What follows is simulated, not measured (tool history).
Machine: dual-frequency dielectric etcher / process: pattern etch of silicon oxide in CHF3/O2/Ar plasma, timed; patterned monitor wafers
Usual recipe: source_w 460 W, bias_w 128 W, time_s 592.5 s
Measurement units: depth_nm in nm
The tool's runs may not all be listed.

run	hour	source_w	bias_w	time_s	read-back reference wafer on the same gauge, depth_nm	depth_nm
1	0	460	128	710.5	1138.7	1147.2
2	102.5	460	128	656	1138.2	1058.6
3	193.6	460	128	656	1139.5	1048.6
4	231.8	460	128	656	1137.6	1052.6
5	301.8	460	128	592.5	1139.5	946.4
6	354.8	460	128	592.5	1139.4	954.7
7	436.2	460	128	592.5	1138.7	954.2
8	503.5	460	128	451	1139.8	730.2
# hour 600.9: wet clean of the chamber
9	606.7	460	128	451	1140.4	725.5
# hour 623.1: bias power generator calibrated
10	659.2	460	128	451	1138.5	733.7
11	705.4	460	128	592.5	1140.3	945.4
12	747.2	460	128	592.5	1140	960.5
13	806.8	460	128	592.5	1140.5	958.2
# hour 890.4: upper electrode replaced
14	890.9	460	128	592.5	1138.9	959.7
# hour 947.2: gauge calibrated
15	960.9	460	128	592.5	1139.7	963.4
16	1005.9	510	128	592.5	1140.4	980.3
17	1084.6	460	128	592.5	1138.7	956.6
# hour 1116.5: wet clean of the chamber
18	1172.4	430	101	657.5	1140.4	957.9
# hour 1251.9: source power generator calibrated
19	1264.7	380	98	452.5	1139.3	630.3
20	1336.5	360	152	657	1138.4	1052.7
21	1392.5	460	128	592.5	1139.6	951
22	1432.5	420	103	419.5	1139.3	612.2
23	1515.1	460	112	592.5	1138.2	910.8
24	1554	460	157	592.5	1139.9	1021.2
25	1618	520	139	464.5	1139.4	804.3
# hour 1656.1: wet clean of the chamber
26	1722.5	460	128	592.5	1139.2	942
27	1792.6	500	118	546.5	1140.7	880.8
28	1891.3	350	128	746.5	1138.5	1104.9
29	1929.7	570	120	592.5	1140.1	998.1
30	2008.8	460	128	592.5	1138.5	961.6

What was the tool's hidden state at every run in the log?
etch rate over this chamber's usual, %: 0 across all the runs
source power that arrives over what is set, %: 0 across all the runs
bias power that arrives over what is set, %: 0 across all the runs
gauge reads high (%): 0 across all the runs

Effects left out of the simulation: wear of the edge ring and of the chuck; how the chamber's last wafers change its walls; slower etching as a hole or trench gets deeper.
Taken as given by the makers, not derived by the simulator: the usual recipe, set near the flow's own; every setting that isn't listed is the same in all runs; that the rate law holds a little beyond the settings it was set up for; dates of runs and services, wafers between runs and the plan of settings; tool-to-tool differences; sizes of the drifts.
